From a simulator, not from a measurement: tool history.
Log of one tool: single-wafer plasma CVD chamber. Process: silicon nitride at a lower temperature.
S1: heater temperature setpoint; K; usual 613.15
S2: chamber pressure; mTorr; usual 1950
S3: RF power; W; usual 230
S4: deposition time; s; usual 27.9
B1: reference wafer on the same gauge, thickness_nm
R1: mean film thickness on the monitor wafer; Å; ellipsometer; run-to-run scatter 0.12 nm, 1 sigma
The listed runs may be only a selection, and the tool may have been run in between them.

Run 1, hour 0.0: usual settings; B1 21.118. Result: R1 263.81 Å.
Run 2, hour 14.4: usual settings but S1 618.15 K, S4 23.6 s; B1 21.082. Result: R1 223.68 Å.
Run 3, hour 34.7: usual settings but S1 618.15 K, S4 23.6 s; B1 21.071. Result: R1 222.30 Å.
Run 4, hour 53.1: usual settings but S1 618.15 K, S4 23.6 s; B1 21.095. Result: R1 220.22 Å.
Run 5, hour 76.2: usual settings; B1 21.089. Result: R1 262.89 Å.
Run 6, hour 106.7: usual settings; B1 21.117. Result: R1 262.43 Å.
Run 7, hour 126.5: usual settings but S3 190 W, S4 23.7 s; B1 21.093. Result: R1 188.60 Å.
At hour 136.5: showerhead replaced.
Run 8, hour 138.7: usual settings but S1 601.15 K, S2 1800 mTorr; B1 21.095. Result: R1 259.12 Å.
Run 9, hour 172.9: usual settings but S1 623.15 K; B1 21.083. Result: R1 260.67 Å.
Run 10, hour 205.2: usual settings but S1 618.15 K; B1 21.103. Result: R1 262.87 Å.
Run 11, hour 231.7: usual settings but S1 601.15 K, S2 2230 mTorr, S3 185 W; B1 21.088. Result: R1 222.49 Å.
Run 12, hour 262.5: usual settings but S1 608.15 K, S2 2220 mTorr, S4 24.6 s; B1 21.092. Result: R1 237.20 Å.
Run 13, hour 290.2: usual settings but S2 2330 mTorr, S3 195 W; B1 21.095. Result: R1 236.16 Å.
Run 14, hour 306.3: usual settings; B1 21.090. Result: R1 263.18 Å.
Run 15, hour 340.4: usual settings but S1 603.15 K; B1 21.099. Result: R1 264.32 Å.
At hour 367.7: thermocouple changed; heater temperature recalibrated.
Run 16, hour 368.2: usual settings but S2 2150 mTorr; B1 21.121. Result: R1 265.88 Å.
Run 17, hour 379.5: usual settings but S2 2380 mTorr, S3 220 W; B1 21.123. Result: R1 262.00 Å.
Run 18, hour 410.5: usual settings; B1 21.114. Result: R1 263.22 Å.
At hour 435.8: capacitance manometer re-zeroed and calibrated.
Run 19, hour 436.3: usual settings; B1 21.100. Result: R1 261.52 Å.
Run 20, hour 463.6: usual settings but S1 602.15 K, S2 2150 mTorr; B1 21.096. Result: R1 268.46 Å.
Run 21, hour 480.3: usual settings but S3 270 W, S4 23.4 s; B1 21.104. Result: R1 252.93 Å.
Run 22, hour 500.1: usual settings but S1 599.15 K, S2 1670 mTorr, S3 240 W, S4 31.2 s; B1 21.088. Result: R1 295.95 Å.
Run 23, hour 535.6: usual settings but S2 1560 mTorr; B1 21.094. Result: R1 250.60 Å.
Run 24, hour 568.0: usual settings but S1 618.15 K; B1 21.107. Result: R1 260.35 Å.
Run 25, hour 590.3: usual settings but S2 2120 mTorr, S4 30.6 s; B1 21.098. Result: R1 292.59 Å.
Run 26, hour 619.9: usual settings but S1 605.15 K; B1 21.104. Result: R1 261.56 Å.
Run 27, hour 646.0: usual settings but S1 601.15 K, S2 1670 mTorr, S3 195 W, S4 25.4 s; B1 21.106. Result: R1 201.44 Å.
Run 28, hour 675.6: usual settings but S2 1690 mTorr, S3 185 W; B1 21.089. Result: R1 211.90 Å.
Run 29, hour 707.6: usual settings but S4 30.7 s; B1 21.122. Result: R1 290.08 Å.

Forecast each of these 4 alternatives for the next run:
Run A, hour 708.0: usual settings but S3 270 W; B1 ?. Result: R1 ?.
Run B, hour 708.0: usual settings but S3 275 W, S4 32.8 s; B1 ?. Result: R1 ?.
Run C, hour 708.0: usual settings but S2 1480 mTorr, S3 245 W, S4 22.6 s; B1 ?. Result: R1 ?.
Run D, hour 708.0: usual settings but S2 1470 mTorr, S4 31.2 s; B1 ?. Result: R1 ?.

run      B1      R1
  A  21.110  300.67
  B  21.110  358.36
  C  21.110  213.98
  D  21.110  280.05
Stripped of hidden state, with their random variation kept, the same runs would have yielded:
run      R1
  A  300.67
  B  358.36
  C  213.98
  D  280.05

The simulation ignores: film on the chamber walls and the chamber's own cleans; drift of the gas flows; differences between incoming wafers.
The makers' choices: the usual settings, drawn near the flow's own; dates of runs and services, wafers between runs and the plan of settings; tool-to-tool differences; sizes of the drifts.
